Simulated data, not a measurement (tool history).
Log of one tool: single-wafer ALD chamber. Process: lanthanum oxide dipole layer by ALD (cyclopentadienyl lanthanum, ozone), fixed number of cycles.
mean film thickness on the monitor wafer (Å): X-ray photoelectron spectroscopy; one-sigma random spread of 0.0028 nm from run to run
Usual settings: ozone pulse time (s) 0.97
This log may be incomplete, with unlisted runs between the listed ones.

run,day,ozone pulse time (s),"read-back reference wafer on the same gauge, thickness_nm",mean film thickness on the monitor wafer (Å)
1,0,0.97,0.42,4.77
2,0.588,0.97,0.42,4.79
3,0.917,0.97,0.42,4.73
4,1.208,0.88,0.42,4.55
5,1.612,0.88,0.42,4.54
6,2.279,0.88,0.419,4.59
7,2.625,0.66,0.42,3.89
8,2.996,0.66,0.42,3.85
9,3.429,0.66,0.42,3.87
10,3.842,1.28,0.42,5.2
11,4.525,1.28,0.42,5.17
12,5.229,1.28,0.42,5.22
13,5.596,0.97,0.42,4.77
14,6.3,0.97,0.42,4.71
# day 6.842: showerhead replaced
15,6.862,0.97,0.42,4.77
16,6.908,1.23,0.42,5.16
# day 7.442: ozone generator serviced
17,8.712,1.23,0.42,5.15
18,9,1.26,0.42,5.21
19,10.338,1.26,0.42,5.18
# day 10.825: thermocouple changed; heater temperature recalibrated
20,10.846,0.97,0.42,4.77
21,11.121,0.97,0.42,4.76
22,11.642,0.97,0.42,4.81
23,12.05,1.33,0.42,5.22

Forecast run 24:
# day 12.162: gauge calibrated
24,12.546,0.64,?,?

Logged for run 24: read-back reference wafer on the same gauge, thickness_nm 0.42, mean film thickness on the monitor wafer (Å) 3.81.
Without the tool's hidden state the same run would have given mean film thickness on the monitor wafer (Å) 3.81.

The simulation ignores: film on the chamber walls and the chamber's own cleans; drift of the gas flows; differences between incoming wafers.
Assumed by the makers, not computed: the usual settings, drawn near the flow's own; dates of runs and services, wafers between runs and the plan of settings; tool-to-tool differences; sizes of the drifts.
